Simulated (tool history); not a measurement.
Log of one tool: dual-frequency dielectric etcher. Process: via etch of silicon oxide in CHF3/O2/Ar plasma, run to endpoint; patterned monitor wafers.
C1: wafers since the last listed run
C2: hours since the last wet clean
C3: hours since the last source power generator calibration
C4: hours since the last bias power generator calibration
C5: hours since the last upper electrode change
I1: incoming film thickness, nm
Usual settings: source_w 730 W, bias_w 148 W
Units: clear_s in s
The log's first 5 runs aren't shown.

run 6 hour=271.1 | source_w=730 bias_w=148 | C1=405 C2=137.3 C3=2061.6 C4=3906.1 C5=4659 | I1=738.4 | clear_s=383.5
run 7 hour=300.2 | source_w=730 bias_w=148 | C1=167 C2=166.4 C3=2090.7 C4=3935.2 C5=4688.1 | I1=741.1 | clear_s=388
run 8 hour=332 | source_w=730 bias_w=148 | C1=182 C2=198.2 C3=2122.5 C4=3967 C5=4719.9 | I1=738.8 | clear_s=383.4
run 9 hour=381.3 | source_w=730 bias_w=148 | C1=283 C2=247.5 C3=2171.8 C4=4016.3 C5=4769.2 | I1=735.3 | clear_s=383.3
run 10 hour=433.2 | source_w=730 bias_w=176 | C1=297 C2=299.4 C3=2223.7 C4=4068.2 C5=4821.1 | I1=742.2 | clear_s=362.2
run 11 hour=480.5 | source_w=730 bias_w=176 | C1=271 C2=346.7 C3=2271 C4=4115.5 C5=4868.4 | I1=744.7 | clear_s=364.6
-- hour=512 upper electrode replaced
-- hour=528.3 wet clean of the chamber
run 12 hour=620.1 | source_w=730 bias_w=176 | C1=570 C2=91.8 C3=2410.6 C4=4255.1 C5=108.1 | I1=740.3 | clear_s=366.7
run 13 hour=680.9 | source_w=730 bias_w=148 | C1=349 C2=152.6 C3=2471.4 C4=4315.9 C5=168.9 | I1=738.1 | clear_s=389.4
run 14 hour=713 | source_w=730 bias_w=148 | C1=184 C2=184.7 C3=2503.5 C4=4348 C5=201 | I1=744.1 | clear_s=388.8
run 15 hour=761.5 | source_w=730 bias_w=148 | C1=278 C2=233.2 C3=2552 C4=4396.5 C5=249.5 | I1=744.5 | clear_s=390.3
-- hour=779.2 source power generator calibrated
run 16 hour=821.5 | source_w=730 bias_w=176 | C1=321 C2=293.2 C3=42.3 C4=4456.5 C5=309.5 | I1=737.8 | clear_s=353
run 17 hour=877.3 | source_w=550 bias_w=185 | C1=320 C2=349 C3=98.1 C4=4512.3 C5=365.3 | I1=737.6 | clear_s=384.9
-- hour=956.7 wet clean of the chamber
run 18 hour=957.2 | source_w=730 bias_w=148 | C1=320 C2=0.5 C3=178 C4=4592.2 C5=445.2 | I1=740.3 | clear_s=379.8
run 19 hour=994.8 | source_w=680 bias_w=123 | C1=215 C2=38.1 C3=215.6 C4=4629.8 C5=482.8 | I1=739 | clear_s=412.9
run 20 hour=1028.5 | source_w=590 bias_w=129 | C1=193 C2=71.8 C3=249.3 C4=4663.5 C5=516.5 | I1=742.2 | clear_s=428.3
run 21 hour=1062.2 | source_w=590 bias_w=133 | C1=193 C2=105.5 C3=283 C4=4697.2 C5=550.2 | I1=735.2 | clear_s=419.4
run 22 hour=1102.3 | source_w=730 bias_w=148 | C1=230 C2=145.6 C3=323.1 C4=4737.3 C5=590.3 | I1=741.9 | clear_s=377.6
run 23 hour=1128.6 | source_w=730 bias_w=176 | C1=150 C2=171.9 C3=349.4 C4=4763.6 C5=616.6 | I1=740.2 | clear_s=355.7
run 24 hour=1163.2 | source_w=730 bias_w=116 | C1=198 C2=206.5 C3=384 C4=4798.2 C5=651.2 | I1=734.5 | clear_s=401.5
run 25 hour=1221.2 | source_w=730 bias_w=173 | C1=333 C2=264.5 C3=442 C4=4856.2 C5=709.2 | I1=738.4 | clear_s=354.4
-- hour=1256.3 bias power generator calibrated
-- hour=1296 wet clean of the chamber
run 26 hour=1296.5 | source_w=730 bias_w=148 | C1=271 C2=0.5 C3=517.3 C4=40.2 C5=784.5 | I1=742.9 | clear_s=380.3
run 27 hour=1326.5 | source_w=840 bias_w=148 | C1=172 C2=30.5 C3=547.3 C4=70.2 C5=814.5 | I1=742.8 | clear_s=361

The next listed run, before its measurement:
run 28 hour=1358.7 | source_w=610 bias_w=148 | C1=184 C2=62.7 C3=579.5 C4=102.4 C5=846.7 | I1=741.3 | clear_s=?

clear_s: 404.2 s
Without the tool's hidden state the same run would have given clear_s 406.9 s.
